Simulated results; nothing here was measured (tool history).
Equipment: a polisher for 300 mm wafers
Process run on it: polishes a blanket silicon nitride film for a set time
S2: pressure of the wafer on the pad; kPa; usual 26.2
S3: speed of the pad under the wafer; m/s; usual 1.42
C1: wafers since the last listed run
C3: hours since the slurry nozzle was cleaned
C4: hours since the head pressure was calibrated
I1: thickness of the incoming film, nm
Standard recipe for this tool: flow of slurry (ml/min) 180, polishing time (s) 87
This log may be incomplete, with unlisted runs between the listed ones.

run 1 hour=0.0 | flow_of_slurry_(ml/min)=180 S2=26.2 S3=1.42 polishing_time_(s)=75 | C1=0 wafers_polished_on_this_pad=733 C3=708.1 C4=555.8 | I1=939.4 | film_removed_(Å)=2053
run 2 hour=95.4 | flow_of_slurry_(ml/min)=180 S2=26.2 S3=1.42 polishing_time_(s)=75 | C1=1103 wafers_polished_on_this_pad=1837 C3=803.5 C4=651.2 | I1=941.4 | film_removed_(Å)=2002
-- hour=167.1 slurry nozzle cleaned
run 3 hour=197.6 | flow_of_slurry_(ml/min)=180 S2=26.2 S3=1.76 polishing_time_(s)=87 | C1=1170 wafers_polished_on_this_pad=3007 C3=30.5 C4=753.4 | I1=951.8 | film_removed_(Å)=2627
run 4 hour=279.7 | flow_of_slurry_(ml/min)=180 S2=26.2 S3=1.76 polishing_time_(s)=87 | C1=949 wafers_polished_on_this_pad=3957 C3=112.6 C4=835.5 | I1=933.4 | film_removed_(Å)=2568
-- hour=293.1 head pressure recalibrated
run 5 hour=316.5 | flow_of_slurry_(ml/min)=180 S2=26.2 S3=1.42 polishing_time_(s)=87 | C1=402 wafers_polished_on_this_pad=4360 C3=149.4 C4=23.4 | I1=952.3 | film_removed_(Å)=2427
run 6 hour=374.8 | flow_of_slurry_(ml/min)=180 S2=26.2 S3=1.42 polishing_time_(s)=87 | C1=674 wafers_polished_on_this_pad=5034 C3=207.7 C4=81.7 | I1=947.5 | film_removed_(Å)=2445
run 7 hour=411.2 | flow_of_slurry_(ml/min)=180 S2=22.1 S3=1.42 polishing_time_(s)=87 | C1=421 wafers_polished_on_this_pad=5455 C3=244.1 C4=118.1 | I1=943.9 | film_removed_(Å)=2080
-- hour=501.8 worn pad replaced by a new one
run 8 hour=697.1 | flow_of_slurry_(ml/min)=180 S2=22.1 S3=1.42 polishing_time_(s)=87 | C1=3260 wafers_polished_on_this_pad=2258 C3=530.0 C4=404.0 | I1=939.0 | film_removed_(Å)=2045
run 9 hour=759.0 | flow_of_slurry_(ml/min)=180 S2=20.0 S3=1.42 polishing_time_(s)=67 | C1=716 wafers_polished_on_this_pad=2974 C3=591.9 C4=465.9 | I1=930.0 | film_removed_(Å)=1411
run 10 hour=812.3 | flow_of_slurry_(ml/min)=180 S2=20.0 S3=1.42 polishing_time_(s)=67 | C1=616 wafers_polished_on_this_pad=3591 C3=645.2 C4=519.2 | I1=944.3 | film_removed_(Å)=1406
run 11 hour=900.6 | flow_of_slurry_(ml/min)=180 S2=26.2 S3=1.02 polishing_time_(s)=87 | C1=1021 wafers_polished_on_this_pad=4612 C3=733.5 C4=607.5 | I1=942.6 | film_removed_(Å)=1711
run 12 hour=946.6 | flow_of_slurry_(ml/min)=180 S2=26.2 S3=1.02 polishing_time_(s)=87 | C1=532 wafers_polished_on_this_pad=5144 C3=779.5 C4=653.5 | I1=923.4 | film_removed_(Å)=1732
-- hour=964.2 slurry nozzle cleaned
run 13 hour=986.8 | flow_of_slurry_(ml/min)=180 S2=26.2 S3=1.02 polishing_time_(s)=87 | C1=453 wafers_polished_on_this_pad=5598 C3=22.6 C4=693.7 | I1=940.6 | film_removed_(Å)=1670
-- hour=1061.9 head pressure recalibrated
run 14 hour=1089.5 | flow_of_slurry_(ml/min)=180 S2=26.2 S3=1.42 polishing_time_(s)=87 | C1=1164 wafers_polished_on_this_pad=6763 C3=125.3 C4=27.6 | I1=926.4 | film_removed_(Å)=2509
-- hour=1128.5 worn pad replaced by a new one
run 15 hour=1213.4 | flow_of_slurry_(ml/min)=180 S2=26.2 S3=1.18 polishing_time_(s)=87 | C1=1386 wafers_polished_on_this_pad=981 C3=249.2 C4=151.5 | I1=939.2 | film_removed_(Å)=2159
run 16 hour=1280.6 | flow_of_slurry_(ml/min)=180 S2=26.2 S3=1.18 polishing_time_(s)=87 | C1=777 wafers_polished_on_this_pad=1759 C3=316.4 C4=218.7 | I1=946.2 | film_removed_(Å)=2136
run 17 hour=1346.2 | flow_of_slurry_(ml/min)=180 S2=26.2 S3=1.42 polishing_time_(s)=87 | C1=758 wafers_polished_on_this_pad=2517 C3=382.0 C4=284.3 | I1=943.3 | film_removed_(Å)=2514
run 18 hour=1389.8 | flow_of_slurry_(ml/min)=180 S2=26.2 S3=1.42 polishing_time_(s)=87 | C1=504 wafers_polished_on_this_pad=3022 C3=425.6 C4=327.9 | I1=945.3 | film_removed_(Å)=2450
run 19 hour=1474.8 | flow_of_slurry_(ml/min)=180 S2=26.2 S3=1.90 polishing_time_(s)=87 | C1=983 wafers_polished_on_this_pad=4005 C3=510.6 C4=412.9 | I1=934.2 | film_removed_(Å)=3060
run 20 hour=1521.8 | flow_of_slurry_(ml/min)=180 S2=26.2 S3=1.42 polishing_time_(s)=87 | C1=543 wafers_polished_on_this_pad=4549 C3=557.6 C4=459.9 | I1=938.9 | film_removed_(Å)=2410
run 21 hour=1598.3 | flow_of_slurry_(ml/min)=130 S2=20.7 S3=1.42 polishing_time_(s)=87 | C1=884 wafers_polished_on_this_pad=5433 C3=634.1 C4=536.4 | I1=945.6 | film_removed_(Å)=1790
run 22 hour=1648.5 | flow_of_slurry_(ml/min)=160 S2=30.3 S3=1.42 polishing_time_(s)=87 | C1=580 wafers_polished_on_this_pad=6014 C3=684.3 C4=586.6 | I1=949.1 | film_removed_(Å)=2622
run 23 hour=1704.4 | flow_of_slurry_(ml/min)=120 S2=26.2 S3=1.42 polishing_time_(s)=72 | C1=646 wafers_polished_on_this_pad=6661 C3=740.2 C4=642.5 | I1=930.2 | film_removed_(Å)=1731
-- hour=1732.2 worn pad replaced by a new one
run 24 hour=1791.0 | flow_of_slurry_(ml/min)=180 S2=26.2 S3=1.42 polishing_time_(s)=87 | C1=955 wafers_polished_on_this_pad=680 C3=826.8 C4=729.1 | I1=932.3 | film_removed_(Å)=2232
-- hour=1792.6 slurry nozzle cleaned
run 25 hour=1864.3 | flow_of_slurry_(ml/min)=235 S2=22.8 S3=1.58 polishing_time_(s)=87 | C1=836 wafers_polished_on_this_pad=1516 C3=71.7 C4=802.4 | I1=925.3 | film_removed_(Å)=2153
-- hour=1890.9 head pressure recalibrated
run 26 hour=1926.1 | flow_of_slurry_(ml/min)=180 S2=33.1 S3=1.42 polishing_time_(s)=87 | C1=691 wafers_polished_on_this_pad=2208 C3=133.5 C4=35.2 | I1=933.7 | film_removed_(Å)=2970
run 27 hour=2029.1 | flow_of_slurry_(ml/min)=180 S2=23.4 S3=1.42 polishing_time_(s)=105 | C1=1191 wafers_polished_on_this_pad=3399 C3=236.5 C4=138.2 | I1=953.2 | film_removed_(Å)=2680
run 28 hour=2087.7 | flow_of_slurry_(ml/min)=180 S2=29.0 S3=1.78 polishing_time_(s)=99 | C1=677 wafers_polished_on_this_pad=4077 C3=295.1 C4=196.8 | I1=928.6 | film_removed_(Å)=3639
run 29 hour=2143.1 | flow_of_slurry_(ml/min)=230 S2=26.2 S3=1.04 polishing_time_(s)=87 | C1=640 wafers_polished_on_this_pad=4718 C3=350.5 C4=252.2 | I1=941.1 | film_removed_(Å)=1929
run 30 hour=2194.6 | flow_of_slurry_(ml/min)=180 S2=26.2 S3=1.04 polishing_time_(s)=87 | C1=595 wafers_polished_on_this_pad=5314 C3=402.0 C4=303.7 | I1=944.3 | film_removed_(Å)=1911
-- hour=2223.5 worn pad replaced by a new one
run 31 hour=2287.2 | flow_of_slurry_(ml/min)=180 S2=26.2 S3=1.42 polishing_time_(s)=87 | C1=1024 wafers_polished_on_this_pad=736 C3=494.6 C4=396.3 | I1=932.6 | film_removed_(Å)=2352
run 32 hour=2360.0 | flow_of_slurry_(ml/min)=230 S2=26.2 S3=1.42 polishing_time_(s)=109 | C1=842 wafers_polished_on_this_pad=1578 C3=567.4 C4=469.1 | I1=936.7 | film_removed_(Å)=3062
run 33 hour=2429.1 | flow_of_slurry_(ml/min)=180 S2=19.3 S3=1.42 polishing_time_(s)=78 | C1=799 wafers_polished_on_this_pad=2378 C3=636.5 C4=538.2 | I1=946.4 | film_removed_(Å)=1567
run 34 hour=2494.3 | flow_of_slurry_(ml/min)=180 S2=26.2 S3=1.42 polishing_time_(s)=105 | C1=754 wafers_polished_on_this_pad=3132 C3=701.7 C4=603.4 | I1=924.9 | film_removed_(Å)=2788
run 35 hour=2539.8 | flow_of_slurry_(ml/min)=180 S2=31.0 S3=1.42 polishing_time_(s)=66 | C1=526 wafers_polished_on_this_pad=3658 C3=747.2 C4=648.9 | I1=940.6 | film_removed_(Å)=1982
run 36 hour=2632.1 | flow_of_slurry_(ml/min)=180 S2=26.2 S3=1.42 polishing_time_(s)=87 | C1=1067 wafers_polished_on_this_pad=4726 C3=839.5 C4=741.2 | I1=935.1 | film_removed_(Å)=2208
-- hour=2664.8 slurry nozzle cleaned
-- hour=2690.3 head pressure recalibrated
run 37 hour=2725.3 | flow_of_slurry_(ml/min)=230 S2=31.7 S3=1.70 polishing_time_(s)=87 | C1=1043 wafers_polished_on_this_pad=5769 C3=60.5 C4=35.0 | I1=939.3 | film_removed_(Å)=3510

List, for all runs, the conditions of the tool that the log does not record:
removal rate lost through wear of the pad, %: 0, the same for each run
slurry flow missing at the pad, %: 0, the same for each run
H1: deviation of the head's pressure from its setpoint, %
run=1 H1=-5.59
run=2 H1=-8.08
run=3 H1=-11.2
run=4 H1=-14
run=5 H1=-2.88
run=6 H1=-3.01
run=7 H1=-3.17
run=8 H1=-6.39
run=9 H1=-7.55
run=10 H1=-8.68
run=11 H1=-10.8
run=12 H1=-12.1
run=13 H1=-13.3
run=14 H1=-0.918
run=15 H1=-1.4
run=16 H1=-1.93
run=17 H1=-2.65
run=18 H1=-3.22
run=19 H1=-4.58
run=20 H1=-5.47
run=21 H1=-7.11
run=22 H1=-8.33
run=23 H1=-9.81
run=24 H1=-12.4
run=25 H1=-14.8
run=26 H1=-2.02
run=27 H1=-2.4
run=28 H1=-2.83
run=29 H1=-3.36
run=30 H1=-3.98
run=31 H1=-5.38
run=32 H1=-6.74
run=33 H1=-8.24
run=34 H1=-9.85
run=35 H1=-11.1
run=36 H1=-13.8
run=37 H1=-0.935
